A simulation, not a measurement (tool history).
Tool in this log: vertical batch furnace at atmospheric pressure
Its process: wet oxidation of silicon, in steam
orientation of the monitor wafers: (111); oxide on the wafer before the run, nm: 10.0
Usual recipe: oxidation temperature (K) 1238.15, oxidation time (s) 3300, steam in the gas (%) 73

run,hour,oxidation temperature (K),oxidation time (s),steam in the gas (%),"read-back reference wafer on the same gauge, thickness",oxide thickness on the monitor wafer (Å)
1,0.0,1238.15,3300,73,340.27,2906.0
2,47.6,1238.15,3300,73,340.13,2891.9
3,101.0,1238.15,3300,73,339.48,2873.8
4,164.1,1238.15,3300,73,340.38,2893.6
5,205.1,1238.15,3720,73,340.03,3163.6
6,263.7,1238.15,3300,73,339.92,2895.5
7,293.9,1238.15,3300,73,340.06,2903.2
8,411.9,1238.15,3300,73,340.47,2896.4
# hour 461.3: gauge calibrated
9,471.5,1250.15,2970,73,339.85,2962.1
10,510.3,1250.15,2970,73,340.09,2947.9
11,564.8,1238.15,4500,73,340.15,3592.9
12,590.9,1238.15,4500,73,340.20,3566.7
13,629.8,1238.15,3300,73,340.24,2906.8
14,701.0,1238.15,3300,73,339.81,2894.0
15,811.2,1258.15,1920,67,340.05,2188.6
16,835.2,1218.15,3780,78,339.97,2873.2
17,888.7,1238.15,3300,73,340.14,2900.8
18,952.1,1238.15,3300,69,340.13,2792.4
19,982.0,1231.15,4920,62,340.04,3222.2
20,1019.2,1238.15,2160,66,340.03,2011.7
21,1048.1,1230.15,4890,73,339.72,3574.8
# hour 1103.3: thermocouples replaced and temperature profile calibrated
22,1107.7,1217.15,4290,81,340.10,3176.6
# hour 1184.7: steam generator serviced
23,1185.2,1238.15,3300,73,340.22,2903.4
24,1354.1,1238.15,3300,73,339.90,2906.8
25,1381.3,1238.15,3300,73,340.56,2894.5
26,1490.1,1259.15,3300,73,339.84,3371.2
27,1537.2,1238.15,3300,73,339.81,2898.7
28,1580.1,1253.15,2100,66,340.27,2229.8
29,1606.3,1238.15,3300,73,339.82,2894.6
30,1650.0,1238.15,3300,73,340.25,2909.2
31,1693.4,1238.15,3960,73,339.86,3253.3
32,1754.2,1238.15,2040,73,340.33,2076.3
33,1786.3,1238.15,2460,73,340.03,2363.8
34,1813.1,1238.15,3300,73,340.18,2904.2
35,1879.9,1217.15,3840,81,340.04,2949.3
36,1949.3,1238.15,3300,62,339.67,2587.7
37,2016.2,1263.15,1860,64,340.01,2140.2

Branching from run 37: 5 alternative next runs. What would each branch give?
A,2021.4,1238.15,3300,73,?,?
B,2021.4,1238.15,4680,73,?,?
C,2021.4,1258.15,3720,83,?,?
D,2021.4,1262.15,4860,83,?,?
E,2021.4,1248.15,4710,77,?,?

run,"read-back reference wafer on the same gauge, thickness",oxide thickness on the monitor wafer (Å)
A,339.89,2914.8
B,339.89,3684.4
C,339.89,3929.4
D,339.89,4754.6
E,339.89,4090.3
Without the tool's hidden state the same runs would have given:
run,oxide thickness on the monitor wafer (Å)
A,2914.8
B,3684.4
C,3929.4
D,4754.6
E,4090.3
